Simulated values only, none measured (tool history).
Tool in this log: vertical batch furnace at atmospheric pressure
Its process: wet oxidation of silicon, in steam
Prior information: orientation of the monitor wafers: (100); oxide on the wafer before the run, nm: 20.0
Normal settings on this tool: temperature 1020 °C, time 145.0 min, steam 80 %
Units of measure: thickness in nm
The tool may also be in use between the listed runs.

| run | hour | temperature | time | steam | read-back reference wafer on the same gauge, thickness | thickness |
|---|---|---|---|---|---|---|
| 1 | 0.0 | 1035 | 145.0 | 80 | 832.68 | 787.32 |
| 2 | 41.2 | 1035 | 145.0 | 80 | 832.14 | 788.80 |
| 3 | 64.7 | 1035 | 145.0 | 80 | 832.79 | 787.37 |
| 4 | 83.5 | 1020 | 145.0 | 85 | 832.38 | 760.33 |
| 5 | 98.0 | 1020 | 145.0 | 85 | 831.70 | 758.40 |
| 6 | 115.6 | 1020 | 145.0 | 85 | 832.06 | 756.39 |
| 7 | 131.9 | 1020 | 109.5 | 80 | 832.16 | 615.83 |
| 8 | 147.7 | 1020 | 145.0 | 80 | 832.73 | 727.60 |
| 9 | 161.6 | 1020 | 145.0 | 80 | 832.03 | 729.76 |
| 10 | 172.8 | 1020 | 145.0 | 80 | 832.20 | 729.01 |
| 11 | 181.8 | 1020 | 145.0 | 80 | 831.19 | 728.17 |
| 12 | 257.5 | 1020 | 145.0 | 80 | 832.25 | 726.24 |
| 13 | 271.5 | 1020 | 145.0 | 80 | 832.79 | 726.27 |
| 14 | 281.6 | 1020 | 145.0 | 80 | 832.16 | 723.42 |
| 15 | 290.3 | 1020 | 145.0 | 80 | 832.72 | 725.38 |
| 16 | 311.6 | 1020 | 145.0 | 80 | 831.70 | 729.96 |
| 17 | 334.1 | 1038 | 197.5 | 80 | 831.72 | 947.98 |
| 18 | 345.9 | 1013 | 210.5 | 85 | 831.27 | 904.22 |
| 19 | 361.6 | 1035 | 145.0 | 80 | 832.01 | 780.95 |
| 20 | 379.0 | 1033 | 81.0 | 88 | 831.31 | 577.75 |
|  | 391.6 | gauge calibrated |
|  | 408.5 | thermocouples replaced and temperature profile calibrated |
| 21 | 409.0 | 1005 | 145.0 | 77 | 832.56 | 650.56 |
| 22 | 424.1 | 1006 | 203.0 | 80 | 832.05 | 821.01 |
| 23 | 444.9 | 1020 | 145.0 | 68 | 831.43 | 656.11 |
| 24 | 468.3 | 1020 | 145.0 | 80 | 832.19 | 724.00 |
|  | 512.9 | steam generator serviced |
| 25 | 513.4 | 1038 | 102.0 | 69 | 832.16 | 618.08 |
| 26 | 519.5 | 1020 | 145.0 | 80 | 832.77 | 761.18 |
| 27 | 530.2 | 1020 | 145.0 | 69 | 831.78 | 696.63 |
| 28 | 554.6 | 1035 | 90.5 | 72 | 831.70 | 580.64 |
| 29 | 579.8 | 1020 | 145.0 | 80 | 831.89 | 760.46 |
| 30 | 598.7 | 1007 | 104.5 | 74 | 831.87 | 546.67 |
| 31 | 608.6 | 1035 | 200.0 | 69 | 831.61 | 904.41 |
| 32 | 626.9 | 1020 | 145.0 | 80 | 831.86 | 756.88 |
| 33 | 643.9 | 1020 | 73.5 | 80 | 831.67 | 498.75 |
| 34 | 669.2 | 1010 | 145.0 | 75 | 831.73 | 689.76 |
| 35 | 688.4 | 1037 | 145.0 | 70 | 832.27 | 761.82 |
| 36 | 702.7 | 1007 | 104.5 | 74 | 831.81 | 548.25 |
| 37 | 727.5 | 1020 | 145.0 | 80 | 832.37 | 756.25 |

Forecast run 38:
| 38 | 750.0 | 1005 | 211.0 | 91 | ? | ? |

read-back reference wafer on the same gauge, thickness: 831.96
thickness: 947.98 nm
With the hidden condition absent and the run-to-run variation left alone, this run would have shown thickness 959.53 nm.
